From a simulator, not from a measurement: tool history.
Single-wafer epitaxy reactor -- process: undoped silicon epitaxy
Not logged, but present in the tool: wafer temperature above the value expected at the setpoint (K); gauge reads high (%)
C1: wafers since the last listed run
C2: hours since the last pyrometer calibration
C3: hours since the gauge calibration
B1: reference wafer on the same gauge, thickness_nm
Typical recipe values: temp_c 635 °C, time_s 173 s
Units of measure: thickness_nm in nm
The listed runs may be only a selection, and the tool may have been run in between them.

Run 1, hour 0.0: usual settings but time_s 180 s; C1 0; C2 1307.1; C3 243.4; B1 23.114. Result: thickness_nm 21.310 nm.
Run 2, hour 28.2: usual settings but time_s 180 s; C1 269; C2 1335.3; C3 271.6; B1 23.054. Result: thickness_nm 21.315 nm.
Run 3, hour 88.9: usual settings but time_s 180 s; C1 581; C2 1396.0; C3 332.3; B1 23.150. Result: thickness_nm 21.277 nm.
Run 4, hour 156.2: usual settings but time_s 185 s; C1 644; C2 1463.3; C3 399.6; B1 23.036. Result: thickness_nm 21.745 nm.
Run 5, hour 227.1: usual settings but time_s 185 s; C1 678; C2 1534.2; C3 470.5; B1 23.076. Result: thickness_nm 21.814 nm.
Run 6, hour 252.0: usual settings; C1 238; C2 1559.1; C3 495.4; B1 23.122. Result: thickness_nm 20.363 nm.
Run 7, hour 310.4: usual settings; C1 559; C2 1617.5; C3 553.8; B1 23.097. Result: thickness_nm 20.552 nm.
Run 8, hour 353.1: usual settings; C1 408; C2 1660.2; C3 596.5; B1 23.129. Result: thickness_nm 20.447 nm.
Run 9, hour 389.2: usual settings; C1 345; C2 1696.3; C3 632.6; B1 23.093. Result: thickness_nm 20.263 nm.
Run 10, hour 422.1: usual settings; C1 314; C2 1729.2; C3 665.5; B1 23.106. Result: thickness_nm 20.439 nm.
Run 11, hour 467.2: usual settings; C1 431; C2 1774.3; C3 710.6; B1 23.123. Result: thickness_nm 20.373 nm.
Run 12, hour 493.9: usual settings; C1 255; C2 1801.0; C3 737.3; B1 23.118. Result: thickness_nm 20.463 nm.
Run 13, hour 558.9: usual settings but temp_c 632 °C, time_s 198 s; C1 622; C2 1866.0; C3 802.3; B1 23.131. Result: thickness_nm 21.980 nm.
Run 14, hour 622.4: usual settings but temp_c 632 °C, time_s 198 s; C1 607; C2 1929.5; C3 865.8; B1 23.051. Result: thickness_nm 21.766 nm.
Run 15, hour 679.9: usual settings but time_s 156 s; C1 550; C2 1987.0; C3 923.3; B1 23.144. Result: thickness_nm 18.366 nm.
Run 16, hour 719.3: usual settings but temp_c 642 °C, time_s 155 s; C1 377; C2 2026.4; C3 962.7; B1 23.127. Result: thickness_nm 21.265 nm.
Run 17, hour 756.5: usual settings but temp_c 642 °C, time_s 155 s; C1 356; C2 2063.6; C3 999.9; B1 23.124. Result: thickness_nm 21.243 nm.
At hour 777.5: gauge calibrated.
Run 18, hour 802.4: usual settings but temp_c 642 °C, time_s 155 s; C1 439; C2 2109.5; C3 24.9; B1 23.045. Result: thickness_nm 21.344 nm.
Run 19, hour 839.5: usual settings but time_s 188 s; C1 355; C2 2146.6; C3 62.0; B1 23.157. Result: thickness_nm 22.239 nm.
Run 20, hour 872.9: usual settings; C1 319; C2 2180.0; C3 95.4; B1 23.095. Result: thickness_nm 20.284 nm.
Run 21, hour 934.5: usual settings but temp_c 630 °C, time_s 160 s; C1 589; C2 2241.6; C3 157.0; B1 23.125. Result: thickness_nm 16.985 nm.
Run 22, hour 993.9: usual settings but time_s 207 s; C1 568; C2 2301.0; C3 216.4; B1 23.114. Result: thickness_nm 24.259 nm.
At hour 1009.2: pyrometer calibrated.
Run 23, hour 1114.0: usual settings but temp_c 644 °C, time_s 164 s; C1 1073; C2 104.8; C3 336.5; B1 23.052. Result: thickness_nm 23.621 nm.
Run 24, hour 1145.9: usual settings but temp_c 621 °C, time_s 158 s; C1 305; C2 136.7; C3 368.4; B1 23.119. Result: thickness_nm 13.615 nm.

Forecast run 25:
Run 25, hour 1212.9: usual settings but temp_c 644 °C, time_s 206 s; C1 641; C2 203.7; C3 435.4; B1 ?. Result: thickness_nm ?.

B1: 23.036
thickness_nm: 29.402 nm
If the tool had no hidden condition, the same run with the same run-to-run variation would have returned thickness_nm 29.402 nm.
